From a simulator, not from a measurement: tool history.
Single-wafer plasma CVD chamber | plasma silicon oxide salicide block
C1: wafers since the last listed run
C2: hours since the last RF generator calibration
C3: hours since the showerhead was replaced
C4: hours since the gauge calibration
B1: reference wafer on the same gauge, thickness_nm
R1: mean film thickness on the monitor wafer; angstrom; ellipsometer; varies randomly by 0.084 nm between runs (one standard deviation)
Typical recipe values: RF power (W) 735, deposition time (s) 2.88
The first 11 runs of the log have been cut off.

run 12 hour=613.7 | RF_power_(W)=735 deposition_time_(s)=3.27 | C1=965 C2=1137.3 C3=6754.4 C4=1588.7 | B1=27.798 | R1=344.1
run 13 hour=662.5 | RF_power_(W)=650 deposition_time_(s)=2.88 | C1=1262 C2=1186.1 C3=6803.2 C4=1637.5 | B1=27.807 | R1=293.53
run 14 hour=691.7 | RF_power_(W)=650 deposition_time_(s)=2.88 | C1=755 C2=1215.3 C3=6832.4 C4=1666.7 | B1=27.839 | R1=293.79
run 15 hour=876.3 | RF_power_(W)=665 deposition_time_(s)=3.02 | C1=4776 C2=1399.9 C3=7017 C4=1851.3 | B1=27.895 | R1=310.12
-- hour=888.9 gauge calibrated
run 16 hour=903.9 | RF_power_(W)=665 deposition_time_(s)=3.02 | C1=714 C2=1427.5 C3=7044.6 C4=15 | B1=27.524 | R1=308.15
run 17 hour=968.2 | RF_power_(W)=665 deposition_time_(s)=3.02 | C1=1663 C2=1491.8 C3=7108.9 C4=79.3 | B1=27.528 | R1=305.85
run 18 hour=1009.4 | RF_power_(W)=630 deposition_time_(s)=2.88 | C1=1065 C2=1533 C3=7150.1 C4=120.5 | B1=27.515 | R1=287.6
run 19 hour=1047.8 | RF_power_(W)=630 deposition_time_(s)=2.88 | C1=993 C2=1571.4 C3=7188.5 C4=158.9 | B1=27.515 | R1=286.93
-- hour=1064.6 showerhead replaced
run 20 hour=1092.5 | RF_power_(W)=735 deposition_time_(s)=2.88 | C1=949 C2=1616.1 C3=27.9 C4=203.6 | B1=27.506 | R1=303.08
-- hour=1105.6 RF generator calibrated
run 21 hour=1141.5 | RF_power_(W)=630 deposition_time_(s)=2.88 | C1=1060 C2=35.9 C3=76.9 C4=252.6 | B1=27.516 | R1=288.3
run 22 hour=1208.8 | RF_power_(W)=625 deposition_time_(s)=2.58 | C1=1741 C2=103.2 C3=144.2 C4=319.9 | B1=27.525 | R1=257.51
run 23 hour=1252.5 | RF_power_(W)=655 deposition_time_(s)=2.47 | C1=1130 C2=146.9 C3=187.9 C4=363.6 | B1=27.525 | R1=248.69
run 24 hour=1278.6 | RF_power_(W)=735 deposition_time_(s)=2.88 | C1=675 C2=173 C3=214 C4=389.7 | B1=27.525 | R1=303.23
run 25 hour=1308.8 | RF_power_(W)=870 deposition_time_(s)=3.05 | C1=781 C2=203.2 C3=244.2 C4=419.9 | B1=27.524 | R1=335.22

Forecast run 26:
run 26 hour=1371.3 | RF_power_(W)=645 deposition_time_(s)=3.18 | C1=1617 C2=265.7 C3=306.7 C4=482.4 | B1=? | R1=?

{"run 26": {"B1": 27.528, "R1": 320.12}}
Take away the tool's hidden state, keep the run-to-run variation as it was, and the same run would have given R1 319.71 angstrom.
